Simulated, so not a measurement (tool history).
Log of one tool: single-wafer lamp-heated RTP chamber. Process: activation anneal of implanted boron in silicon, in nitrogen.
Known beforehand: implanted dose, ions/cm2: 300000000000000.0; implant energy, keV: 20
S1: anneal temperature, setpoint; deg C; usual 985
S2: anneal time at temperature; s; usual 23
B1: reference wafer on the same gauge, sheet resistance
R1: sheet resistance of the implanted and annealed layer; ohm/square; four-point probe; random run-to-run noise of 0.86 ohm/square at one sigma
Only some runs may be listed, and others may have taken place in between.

run 1 hour=0.0 | S1=985 S2=23 | B1=349.25 | R1=292.64
run 2 hour=75.7 | S1=985 S2=23 | B1=350.35 | R1=294.26
-- hour=106.6 pyrometer window cleaned and pyrometer calibrated
run 3 hour=107.1 | S1=985 S2=23 | B1=349.88 | R1=295.37
run 4 hour=127.3 | S1=985 S2=23 | B1=349.77 | R1=293.43
run 5 hour=146.2 | S1=985 S2=23 | B1=350.12 | R1=294.64
run 6 hour=185.0 | S1=985 S2=23 | B1=350.10 | R1=293.63
run 7 hour=210.7 | S1=985 S2=23 | B1=349.51 | R1=293.66
run 8 hour=224.4 | S1=1004 S2=23 | B1=350.04 | R1=289.75
-- hour=254.5 pyrometer window cleaned and pyrometer calibrated
run 9 hour=255.0 | S1=1004 S2=23 | B1=349.91 | R1=289.12
run 10 hour=274.4 | S1=1004 S2=23 | B1=349.88 | R1=287.71
run 11 hour=287.9 | S1=976 S2=23 | B1=350.61 | R1=299.05
run 12 hour=314.0 | S1=1012 S2=27 | B1=350.22 | R1=287.56
run 13 hour=338.2 | S1=985 S2=23 | B1=350.20 | R1=292.46
-- hour=348.1 gauge calibrated
run 14 hour=362.6 | S1=1011 S2=31 | B1=349.90 | R1=287.53
-- hour=389.7 pyrometer window cleaned and pyrometer calibrated
run 15 hour=395.2 | S1=972 S2=28 | B1=350.01 | R1=300.00
run 16 hour=428.7 | S1=985 S2=23 | B1=349.77 | R1=294.57
-- hour=445.1 reflector plate cleaned
run 17 hour=447.9 | S1=963 S2=28 | B1=349.92 | R1=320.39
run 18 hour=463.0 | S1=1009 S2=13 | B1=349.94 | R1=290.66
run 19 hour=479.8 | S1=996 S2=16 | B1=350.45 | R1=293.97
-- hour=519.3 pyrometer window cleaned and pyrometer calibrated
run 20 hour=561.8 | S1=1013 S2=35 | B1=350.24 | R1=286.13

Predict each of these 3 candidate next runs independently; none follows another, all start after run 20:
run A hour=562.2 | S1=985 S2=23 | B1=? | R1=?
run B hour=562.2 | S1=1003 S2=35 | B1=? | R1=?
run C hour=562.2 | S1=1002 S2=17 | B1=? | R1=?

run=A B1=350.04 R1=297.80
run=B B1=350.04 R1=289.68
run=C B1=350.04 R1=291.96
Stripped of hidden state, with their random variation kept, the same runs would have yielded:
run=A R1=299.75
run=B R1=290.35
run=C R1=292.87
